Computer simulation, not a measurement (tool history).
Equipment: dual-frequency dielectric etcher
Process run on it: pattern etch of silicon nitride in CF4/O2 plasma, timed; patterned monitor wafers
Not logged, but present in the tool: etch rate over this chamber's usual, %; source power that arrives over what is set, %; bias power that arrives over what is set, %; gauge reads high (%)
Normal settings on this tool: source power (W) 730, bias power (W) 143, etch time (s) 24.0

| run | hour | source power (W) | bias power (W) | etch time (s) | wafers since the last listed run | hours since the last wet clean | hours since the last source power generator calibration | hours since the last bias power generator calibration | hours since the last upper electrode change | hours since the gauge calibration | read-back reference wafer on the same gauge, depth_nm | mean etch depth across the wafer (Å) |
|---|---|---|---|---|---|---|---|---|---|---|---|---|
| 1 | 0.0 | 660 | 128 | 24.0 | 0 | 219.7 | 4568.8 | 1625.2 | 4607.9 | 201.4 | 64.4 | 549 |
| 2 | 15.9 | 660 | 128 | 24.0 | 210 | 235.6 | 4584.7 | 1641.1 | 4623.8 | 217.3 | 64.5 | 549 |
| 3 | 47.8 | 730 | 143 | 24.0 | 422 | 267.5 | 4616.6 | 1673.0 | 4655.7 | 249.2 | 64.5 | 615 |
| 4 | 69.0 | 730 | 143 | 24.0 | 280 | 288.7 | 4637.8 | 1694.2 | 4676.9 | 270.4 | 64.6 | 617 |
| 5 | 94.2 | 730 | 143 | 24.0 | 333 | 313.9 | 4663.0 | 1719.4 | 4702.1 | 295.6 | 64.6 | 617 |
| 6 | 111.9 | 600 | 143 | 24.0 | 234 | 331.6 | 4680.7 | 1737.1 | 4719.8 | 313.3 | 64.7 | 518 |
| 7 | 141.6 | 600 | 143 | 24.0 | 393 | 361.3 | 4710.4 | 1766.8 | 4749.5 | 343.0 | 64.8 | 515 |
|  | 168.8 | upper electrode replaced |
|  | 173.2 | wet clean of the chamber |
| 8 | 173.7 | 730 | 143 | 24.0 | 49 | 0.5 | 4742.5 | 1798.9 | 4.9 | 375.1 | 64.9 | 621 |
| 9 | 182.7 | 730 | 143 | 24.0 | 119 | 9.5 | 4751.5 | 1807.9 | 13.9 | 384.1 | 65.0 | 620 |
|  | 192.6 | source power generator calibrated |
| 10 | 207.1 | 730 | 143 | 19.5 | 270 | 33.9 | 14.5 | 1832.3 | 38.3 | 408.5 | 65.0 | 505 |
| 11 | 234.3 | 820 | 143 | 20.5 | 360 | 61.1 | 41.7 | 1859.5 | 65.5 | 435.7 | 65.1 | 591 |
| 12 | 254.6 | 640 | 119 | 22.0 | 268 | 81.4 | 62.0 | 1879.8 | 85.8 | 456.0 | 65.2 | 486 |
| 13 | 274.7 | 620 | 143 | 24.0 | 266 | 101.5 | 82.1 | 1899.9 | 105.9 | 476.1 | 65.3 | 535 |
| 14 | 292.4 | 900 | 168 | 28.5 | 234 | 119.2 | 99.8 | 1917.6 | 123.6 | 493.8 | 65.3 | 934 |
| 15 | 312.3 | 780 | 161 | 21.0 | 263 | 139.1 | 119.7 | 1937.5 | 143.5 | 513.7 | 65.5 | 598 |
|  | 336.4 | bias power generator calibrated |
| 16 | 336.9 | 730 | 143 | 24.0 | 272 | 163.7 | 144.3 | 0.5 | 168.1 | 538.3 | 65.5 | 625 |
| 17 | 353.5 | 830 | 124 | 27.5 | 219 | 180.3 | 160.9 | 17.1 | 184.7 | 554.9 | 65.7 | 787 |
| 18 | 365.8 | 730 | 143 | 24.0 | 162 | 192.6 | 173.2 | 29.4 | 197.0 | 567.2 | 65.7 | 628 |
|  | 372.0 | gauge calibrated |
| 19 | 428.7 | 730 | 143 | 24.0 | 832 | 255.5 | 236.1 | 92.3 | 259.9 | 56.7 | 64.4 | 618 |
| 20 | 442.5 | 730 | 143 | 24.0 | 182 | 269.3 | 249.9 | 106.1 | 273.7 | 70.5 | 64.4 | 617 |
| 21 | 455.3 | 850 | 120 | 27.0 | 169 | 282.1 | 262.7 | 118.9 | 286.5 | 83.3 | 64.4 | 769 |
| 22 | 479.8 | 880 | 156 | 22.0 | 324 | 306.6 | 287.2 | 143.4 | 311.0 | 107.8 | 64.5 | 686 |
| 23 | 505.6 | 730 | 171 | 17.5 | 341 | 332.4 | 313.0 | 169.2 | 336.8 | 133.6 | 64.5 | 468 |

For each run, what was the tool's unlogged condition?
etch rate over this chamber's usual, %: 0, the same for each run
source power that arrives over what is set, %: 0, the same for each run
bias power that arrives over what is set, %: 0, the same for each run
H1: gauge reads high (%)
| run | H1 |
|---|---|
| 1 | 0.221 |
| 2 | 0.267 |
| 3 | 0.371 |
| 4 | 0.448 |
| 5 | 0.547 |
| 6 | 0.622 |
| 7 | 0.758 |
| 8 | 0.918 |
| 9 | 0.966 |
| 10 | 1.1 |
| 11 | 1.26 |
| 12 | 1.39 |
| 13 | 1.52 |
| 14 | 1.64 |
| 15 | 1.78 |
| 16 | 1.96 |
| 17 | 2.08 |
| 18 | 2.18 |
| 19 | 0.173 |
| 20 | 0.185 |
| 21 | 0.199 |
| 22 | 0.231 |
| 23 | 0.275 |
